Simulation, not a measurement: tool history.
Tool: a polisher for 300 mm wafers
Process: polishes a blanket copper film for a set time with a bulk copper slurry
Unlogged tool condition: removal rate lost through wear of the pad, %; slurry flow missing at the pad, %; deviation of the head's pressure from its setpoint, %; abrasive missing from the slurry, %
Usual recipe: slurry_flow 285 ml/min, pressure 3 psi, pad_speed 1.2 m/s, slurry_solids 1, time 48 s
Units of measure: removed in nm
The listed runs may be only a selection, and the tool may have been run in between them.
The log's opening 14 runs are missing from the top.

run,hour,slurry_flow,pressure,pad_speed,slurry_solids,time,wafers since the last listed run,wafers polished on this pad,hours since the slurry nozzle was cleaned,hours since the head pressure was calibrated,hours since the slurry blender was calibrated,"incoming thickness of the incoming film, nm",removed
15,206.1,225,2,1.2,1,61,217,1193,58.3,124.7,138.7,4742.4,406.3
# hour 218.9: worn pad replaced by a new one
# hour 230.9: slurry blender recalibrated
16,247.4,230,3,1.5,1,59,529,398,99.6,166,16.5,4684.2,720.3
17,257.4,285,2.6,1.2,1.15,48,150,548,109.6,176,26.5,4683.3,435.6
18,267.3,285,3,1.2,1,48,148,697,119.5,185.9,36.4,4671,482
19,279,285,3,0.84,1.15,48,175,872,131.2,197.6,48.1,4746.9,347.1
20,290.5,200,2.1,1.2,1.1,64,172,1045,142.7,209.1,59.6,4670.5,456.1
21,306,230,2.6,0.86,1,48,232,1277,158.2,224.6,75.1,4810.3,293.8
22,319.8,285,3,1.2,1,48,207,1484,172,238.4,88.9,4679.4,471.8
# hour 330: worn pad replaced by a new one
23,330.3,205,3,1.2,0.8,48,97,5,182.5,248.9,99.4,4783.8,422.7
24,369.9,200,3.9,1.2,1,48,594,599,222.1,288.5,139,4730.3,604.4
25,379.4,350,3,0.96,0.9,31,142,742,231.6,298,148.5,4756.7,235.7
26,387.3,285,3,1.2,1.25,31,118,860,239.5,305.9,156.4,4689,328.1
# hour 396.2: slurry blender recalibrated
27,396.7,225,3.8,1.2,1,35,111,971,248.9,315.3,0.5,4743.3,432.1
28,407.1,220,3,1.2,1.1,48,156,1127,259.3,325.7,10.9,4676.3,487.7
29,418,285,3,1.2,0.75,48,163,1291,270.2,336.6,21.8,4694.9,426.2
30,429,285,3.7,1.2,0.9,36,165,1456,281.2,347.6,32.8,4669.9,422

4 ways to go on from here, each from the tool as it stands after run 30. What would each give?
A,429.4,285,3.5,1.2,1,48,6,1462,281.6,348,33.2,4721.6,?
B,429.4,285,3,1,1,48,6,1462,281.6,348,33.2,4721.6,?
C,429.4,220,3,0.94,1.2,36,6,1462,281.6,348,33.2,4721.6,?
D,429.4,195,3.5,1.2,1.25,48,6,1462,281.6,348,33.2,4721.6,?

run,removed
A,552.1
B,395.9
C,293
D,583.5
What these runs would have given with no unlogged condition in the tool:
run,removed
A,552.1
B,395.9
C,293
D,583.5
